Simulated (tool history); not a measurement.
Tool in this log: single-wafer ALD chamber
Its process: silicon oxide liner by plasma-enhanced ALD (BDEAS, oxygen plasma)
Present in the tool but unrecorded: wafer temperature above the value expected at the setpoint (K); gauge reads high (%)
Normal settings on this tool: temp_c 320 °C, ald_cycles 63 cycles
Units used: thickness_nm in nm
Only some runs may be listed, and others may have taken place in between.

run	hour	temp_c	ald_cycles	wafers since the last listed run	hours since the last thermocouple change	hours since the gauge calibration	read-back reference wafer on the same gauge, thickness_nm	thickness_nm
1	0.0	315	63	0	2102.7	497.2	5.239	5.881
2	20.1	315	63	140	2122.8	517.3	5.238	5.860
3	34.5	315	63	100	2137.2	531.7	5.230	5.867
4	59.0	325	63	170	2161.7	556.2	5.228	5.802
5	80.9	320	63	152	2183.6	578.1	5.229	5.817
6	173.4	320	63	644	2276.1	670.6	5.225	5.810
7	195.8	314	63	156	2298.5	693.0	5.230	5.840
8	217.0	314	63	147	2319.7	714.2	5.218	5.866
9	231.1	314	63	98	2333.8	728.3	5.221	5.864
10	257.1	329	63	181	2359.8	754.3	5.223	5.754
11	288.5	320	58	218	2391.2	785.7	5.220	5.341
12	301.8	320	63	92	2404.5	799.0	5.215	5.822
# hour 318.1: thermocouple changed; heater temperature recalibrated
13	321.5	320	63	81	3.4	818.7	5.221	5.786
14	338.8	320	63	120	20.7	836.0	5.218	5.824
15	368.0	320	63	203	49.9	865.2	5.222	5.811
# hour 372.3: gauge calibrated
16	391.1	320	63	160	73.0	18.8	5.330	5.925
17	417.0	320	63	180	98.9	44.7	5.313	5.940
18	447.8	320	63	214	129.7	75.5	5.298	5.894
19	471.0	315	68	161	152.9	98.7	5.289	6.417
20	506.3	329	74	245	188.2	134.0	5.277	6.824
21	535.6	320	63	204	217.5	163.3	5.267	5.859
22	562.0	320	59	183	243.9	189.7	5.259	5.482
23	575.7	309	57	95	257.6	203.4	5.255	5.339
24	592.3	324	67	115	274.2	220.0	5.250	6.181
25	625.1	320	63	228	307.0	252.8	5.240	5.855
26	649.9	308	59	172	331.8	277.6	5.236	5.544
27	685.1	320	63	245	367.0	312.8	5.231	5.825
28	714.2	320	63	202	396.1	341.9	5.222	5.826
29	739.7	327	57	177	421.6	367.4	5.218	5.212
30	765.8	320	63	181	447.7	393.5	5.213	5.808
31	779.9	314	67	98	461.8	407.6	5.209	6.230
32	801.4	334	73	149	483.3	429.1	5.213	6.617
33	839.0	330	72	261	520.9	466.7	5.204	6.546
34	855.8	320	63	117	537.7	483.5	5.202	5.813

Pick out some run-to-run changes in thickness_nm. Of each, how much would a tool without hidden state show as well, from the settings, what came in and chance, and how much is left for the hidden state and any gauge scatter not in both results compared?
Run 15 -> 16: gauge calibrated. thickness_nm +0.114 nm: hidden state +0.122, all else -0.008.
Run 19 -> 20: temp_c 315 -> 329, ald_cycles 68 -> 74. thickness_nm +0.407 nm: hidden state -0.022, all else +0.429.
Run 20 -> 21: temp_c 329 -> 320, ald_cycles 74 -> 63. thickness_nm -0.965 nm: hidden state +0.002, all else -0.967.
Run 23 -> 24: temp_c 309 -> 324, ald_cycles 57 -> 67. thickness_nm +0.842 nm: hidden state -0.021, all else +0.863.
Run 33 -> 34: temp_c 330 -> 320, ald_cycles 72 -> 63. thickness_nm -0.733 nm: hidden state +0.019, all else -0.752.
